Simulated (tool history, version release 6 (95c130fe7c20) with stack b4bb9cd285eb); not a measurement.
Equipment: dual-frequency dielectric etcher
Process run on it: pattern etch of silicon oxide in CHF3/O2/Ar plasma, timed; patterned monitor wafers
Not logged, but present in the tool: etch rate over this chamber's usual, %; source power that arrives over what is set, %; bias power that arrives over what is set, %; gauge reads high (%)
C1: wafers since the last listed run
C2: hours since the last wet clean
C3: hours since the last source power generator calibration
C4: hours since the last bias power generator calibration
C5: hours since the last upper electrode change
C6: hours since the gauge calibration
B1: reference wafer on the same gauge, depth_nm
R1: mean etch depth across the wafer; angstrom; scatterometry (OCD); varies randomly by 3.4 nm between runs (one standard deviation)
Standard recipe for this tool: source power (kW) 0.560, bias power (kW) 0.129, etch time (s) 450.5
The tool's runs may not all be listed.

Run 1, day 0.000: usual settings but bias power (kW) 0.121; C1 0; C2 99.2; C3 1184.6; C4 92.8; C5 2540.4; C6 1220.3; B1 645.8. Result: R1 6370 angstrom.
Run 2, day 0.658: usual settings but bias power (kW) 0.122; C1 53; C2 115.0; C3 1200.4; C4 108.6; C5 2556.2; C6 1236.1; B1 643.8. Result: R1 6448 angstrom.
Run 3, day 4.171: usual settings; C1 283; C2 199.3; C3 1284.7; C4 192.9; C5 2640.5; C6 1320.4; B1 644.4. Result: R1 6555 angstrom.
Run 4, day 4.688: usual settings but bias power (kW) 0.154; C1 41; C2 211.7; C3 1297.1; C4 205.3; C5 2652.9; C6 1332.8; B1 645.1. Result: R1 7035 angstrom.
Run 5, day 5.554: usual settings but bias power (kW) 0.154; C1 70; C2 232.5; C3 1317.9; C4 226.1; C5 2673.7; C6 1353.6; B1 645.9. Result: R1 7001 angstrom.
Run 6, day 6.421: usual settings; C1 70; C2 253.3; C3 1338.7; C4 246.9; C5 2694.5; C6 1374.4; B1 644.8. Result: R1 6542 angstrom.
At day 7.829: gauge calibrated.
At day 8.275: upper electrode replaced.
Run 7, day 8.296: usual settings but source power (kW) 0.470, bias power (kW) 0.105, etch time (s) 496.0; C1 70; C2 298.3; C3 1383.7; C4 291.9; C5 0.5; C6 11.2; B1 644.2. Result: R1 6339 angstrom.
Run 8, day 8.312: usual settings but source power (kW) 0.660, bias power (kW) 0.105; C1 1; C2 298.7; C3 1384.1; C4 292.3; C5 0.9; C6 11.6; B1 644.9. Result: R1 6457 angstrom.
Run 9, day 9.446: usual settings; C1 91; C2 325.9; C3 1411.3; C4 319.5; C5 28.1; C6 38.8; B1 645.2. Result: R1 6534 angstrom.
Run 10, day 10.179: usual settings but source power (kW) 0.620, bias power (kW) 0.115, etch time (s) 556.0; C1 59; C2 343.5; C3 1428.9; C4 337.1; C5 45.7; C6 56.4; B1 645.3. Result: R1 8061 angstrom.
Run 11, day 10.896: usual settings; C1 57; C2 360.7; C3 1446.1; C4 354.3; C5 62.9; C6 73.6; B1 646.1. Result: R1 6525 angstrom.
Run 12, day 11.638: usual settings but source power (kW) 0.690, bias power (kW) 0.144, etch time (s) 350.5; C1 59; C2 378.5; C3 1463.9; C4 372.1; C5 80.7; C6 91.4; B1 646.3. Result: R1 5684 angstrom.
Run 13, day 12.954: usual settings but etch time (s) 377.5; C1 106; C2 410.1; C3 1495.5; C4 403.7; C5 112.3; C6 123.0; B1 645.1. Result: R1 5491 angstrom.
Run 14, day 14.071: usual settings but etch time (s) 343.5; C1 90; C2 436.9; C3 1522.3; C4 430.5; C5 139.1; C6 149.8; B1 644.6. Result: R1 5006 angstrom.
At day 16.062: wet clean of the chamber.
Run 15, day 16.083: usual settings but source power (kW) 0.620, etch time (s) 397.0; C1 81; C2 0.5; C3 1570.6; C4 478.8; C5 187.4; C6 198.1; B1 644.9. Result: R1 6000 angstrom.
Run 16, day 16.267: usual settings but source power (kW) 0.630, bias power (kW) 0.105, etch time (s) 555.0; C1 14; C2 4.9; C3 1575.0; C4 483.2; C5 191.8; C6 202.5; B1 645.7. Result: R1 7881 angstrom.
Run 17, day 17.608: usual settings; C1 108; C2 37.1; C3 1607.2; C4 515.4; C5 224.0; C6 234.7; B1 644.5. Result: R1 6592 angstrom.
At day 19.054: source power generator calibrated.
Run 18, day 19.700: usual settings; C1 155; C2 87.3; C3 15.5; C4 565.6; C5 274.2; C6 284.9; B1 644.0. Result: R1 6551 angstrom.
Run 19, day 20.558: usual settings but source power (kW) 0.620, bias power (kW) 0.100, etch time (s) 375.0; C1 69; C2 107.9; C3 36.1; C4 586.2; C5 294.8; C6 305.5; B1 645.9. Result: R1 5209 angstrom.
Run 20, day 21.462: usual settings; C1 73; C2 129.6; C3 57.8; C4 607.9; C5 316.5; C6 327.2; B1 644.7. Result: R1 6542 angstrom.
Run 21, day 22.542: usual settings but source power (kW) 0.620, bias power (kW) 0.100, etch time (s) 375.0; C1 87; C2 155.5; C3 83.7; C4 633.8; C5 342.4; C6 353.1; B1 645.3. Result: R1 5242 angstrom.
Run 22, day 23.908: usual settings but source power (kW) 0.660, bias power (kW) 0.108, etch time (s) 325.0; C1 110; C2 188.3; C3 116.5; C4 666.6; C5 375.2; C6 385.9; B1 644.8. Result: R1 4729 angstrom.
Run 23, day 26.371: usual settings but source power (kW) 0.610, bias power (kW) 0.153, etch time (s) 351.5; C1 199; C2 247.4; C3 175.6; C4 725.7; C5 434.3; C6 445.0; B1 645.8. Result: R1 5583 angstrom.
Run 24, day 30.279: usual settings; C1 315; C2 341.2; C3 269.4; C4 819.5; C5 528.1; C6 538.8; B1 645.0. Result: R1 6599 angstrom.
Run 25, day 30.896: usual settings but source power (kW) 0.480, bias power (kW) 0.118; C1 49; C2 356.0; C3 284.2; C4 834.3; C5 542.9; C6 553.6; B1 644.4. Result: R1 5968 angstrom.
Run 26, day 32.388: usual settings but source power (kW) 0.460; C1 120; C2 391.8; C3 320.0; C4 870.1; C5 578.7; C6 589.4; B1 644.7. Result: R1 6101 angstrom.
Run 27, day 33.025: usual settings but etch time (s) 339.0; C1 51; C2 407.1; C3 335.3; C4 885.4; C5 594.0; C6 604.7; B1 646.3. Result: R1 4944 angstrom.
Run 28, day 33.767: usual settings; C1 59; C2 424.9; C3 353.1; C4 903.2; C5 611.8; C6 622.5; B1 646.0. Result: R1 6528 angstrom.
Run 29, day 34.938: usual settings but source power (kW) 0.450; C1 94; C2 453.0; C3 381.2; C4 931.3; C5 639.9; C6 650.6; B1 646.0. Result: R1 6095 angstrom.
Run 30, day 36.096: usual settings but bias power (kW) 0.115, etch time (s) 376.5; C1 93; C2 480.8; C3 409.0; C4 959.1; C5 667.7; C6 678.4; B1 643.5. Result: R1 5242 angstrom.

List, for all runs, the conditions of the tool that the log does not record:
etch rate over this chamber's usual, %: 0 on each run
source power that arrives over what is set, %: 0 on each run
bias power that arrives over what is set, %: 0 on each run
gauge reads high (%): 0 on each run

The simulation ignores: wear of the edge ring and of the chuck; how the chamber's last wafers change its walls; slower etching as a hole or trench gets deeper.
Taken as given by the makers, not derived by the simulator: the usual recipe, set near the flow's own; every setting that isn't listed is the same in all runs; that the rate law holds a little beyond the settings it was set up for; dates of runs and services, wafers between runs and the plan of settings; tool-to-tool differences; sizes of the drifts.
